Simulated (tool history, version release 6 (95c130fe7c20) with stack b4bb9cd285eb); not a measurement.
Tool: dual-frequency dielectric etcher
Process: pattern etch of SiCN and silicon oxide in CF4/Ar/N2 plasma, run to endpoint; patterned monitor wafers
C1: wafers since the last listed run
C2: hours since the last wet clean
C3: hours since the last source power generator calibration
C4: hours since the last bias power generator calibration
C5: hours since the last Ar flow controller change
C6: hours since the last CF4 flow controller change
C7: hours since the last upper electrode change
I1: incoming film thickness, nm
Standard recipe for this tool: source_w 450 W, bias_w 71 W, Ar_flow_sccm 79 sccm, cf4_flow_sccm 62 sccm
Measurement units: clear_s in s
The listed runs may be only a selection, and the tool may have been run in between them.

{"run": 1, "hour": 0.0, "source_w": 480, "bias_w": 76, "Ar_flow_sccm": 79, "cf4_flow_sccm": 62, "C1": 0, "C2": 85.5, "C3": 3238.6, "C4": 3788.6, "C5": 3328.8, "C6": 34.7, "C7": 87.2, "I1": 16.11, "clear_s": 17.6}
{"run": 2, "hour": 11.2, "source_w": 450, "bias_w": 71, "Ar_flow_sccm": 79, "cf4_flow_sccm": 62, "C1": 174, "C2": 96.7, "C3": 3249.8, "C4": 3799.8, "C5": 3340.0, "C6": 45.9, "C7": 98.4, "I1": 16.06, "clear_s": 18.8}
{"run": 3, "hour": 28.1, "source_w": 450, "bias_w": 71, "Ar_flow_sccm": 79, "cf4_flow_sccm": 62, "C1": 263, "C2": 113.6, "C3": 3266.7, "C4": 3816.7, "C5": 3356.9, "C6": 62.8, "C7": 115.3, "I1": 16.06, "clear_s": 18.8}
{"run": 4, "hour": 38.0, "source_w": 450, "bias_w": 71, "Ar_flow_sccm": 79, "cf4_flow_sccm": 62, "C1": 154, "C2": 123.5, "C3": 3276.6, "C4": 3826.6, "C5": 3366.8, "C6": 72.7, "C7": 125.2, "I1": 16.12, "clear_s": 18.8}
{"run": 5, "hour": 68.6, "source_w": 450, "bias_w": 71, "Ar_flow_sccm": 79, "cf4_flow_sccm": 62, "C1": 476, "C2": 154.1, "C3": 3307.2, "C4": 3857.2, "C5": 3397.4, "C6": 103.3, "C7": 155.8, "I1": 16.19, "clear_s": 18.8}
{"run": 6, "hour": 79.9, "source_w": 450, "bias_w": 71, "Ar_flow_sccm": 79, "cf4_flow_sccm": 62, "C1": 176, "C2": 165.4, "C3": 3318.5, "C4": 3868.5, "C5": 3408.7, "C6": 114.6, "C7": 167.1, "I1": 16.3, "clear_s": 19.0}
{"run": 7, "hour": 88.0, "source_w": 450, "bias_w": 87, "Ar_flow_sccm": 61, "cf4_flow_sccm": 74, "C1": 126, "C2": 173.5, "C3": 3326.6, "C4": 3876.6, "C5": 3416.8, "C6": 122.7, "C7": 175.2, "I1": 16.29, "clear_s": 16.2}
{"hour": 98.5, "done": "Ar flow controller replaced"}
{"run": 8, "hour": 99.0, "source_w": 450, "bias_w": 86, "Ar_flow_sccm": 79, "cf4_flow_sccm": 50, "C1": 77, "C2": 184.5, "C3": 3337.6, "C4": 3887.6, "C5": 0.5, "C6": 133.7, "C7": 186.2, "I1": 16.17, "clear_s": 17.4}
{"run": 9, "hour": 113.9, "source_w": 510, "bias_w": 71, "Ar_flow_sccm": 92, "cf4_flow_sccm": 62, "C1": 232, "C2": 199.4, "C3": 3352.5, "C4": 3902.5, "C5": 15.4, "C6": 148.6, "C7": 201.1, "I1": 16.08, "clear_s": 17.9}
{"hour": 124.2, "done": "bias power generator calibrated"}
{"run": 10, "hour": 124.6, "source_w": 520, "bias_w": 58, "Ar_flow_sccm": 79, "cf4_flow_sccm": 71, "C1": 104, "C2": 210.1, "C3": 3363.2, "C4": 0.4, "C5": 26.1, "C6": 159.3, "C7": 211.8, "I1": 16.23, "clear_s": 19.0}
{"run": 11, "hour": 139.4, "source_w": 450, "bias_w": 58, "Ar_flow_sccm": 69, "cf4_flow_sccm": 47, "C1": 230, "C2": 224.9, "C3": 3378.0, "C4": 15.2, "C5": 40.9, "C6": 174.1, "C7": 226.6, "I1": 16.03, "clear_s": 21.0}
{"run": 12, "hour": 146.0, "source_w": 560, "bias_w": 86, "Ar_flow_sccm": 65, "cf4_flow_sccm": 47, "C1": 102, "C2": 231.5, "C3": 3384.6, "C4": 21.8, "C5": 47.5, "C6": 180.7, "C7": 233.2, "I1": 16.28, "clear_s": 15.1}
{"hour": 168.1, "done": "source power generator calibrated"}
{"run": 13, "hour": 185.9, "source_w": 510, "bias_w": 71, "Ar_flow_sccm": 79, "cf4_flow_sccm": 62, "C1": 559, "C2": 271.4, "C3": 17.8, "C4": 61.7, "C5": 87.4, "C6": 220.6, "C7": 273.1, "I1": 16.16, "clear_s": 17.3}

Run 14 comes next. What will it give?
{"run": 14, "hour": 203.6, "source_w": 360, "bias_w": 82, "Ar_flow_sccm": 79, "cf4_flow_sccm": 62, "C1": 275, "C2": 289.1, "C3": 35.5, "C4": 79.4, "C5": 105.1, "C6": 238.3, "C7": 290.8, "I1": 16.17, "clear_s": "?"}

{"run 14": {"clear_s": 19.3}}
Minus the tool's unlogged condition, the same run would have read clear_s 19.9 s.
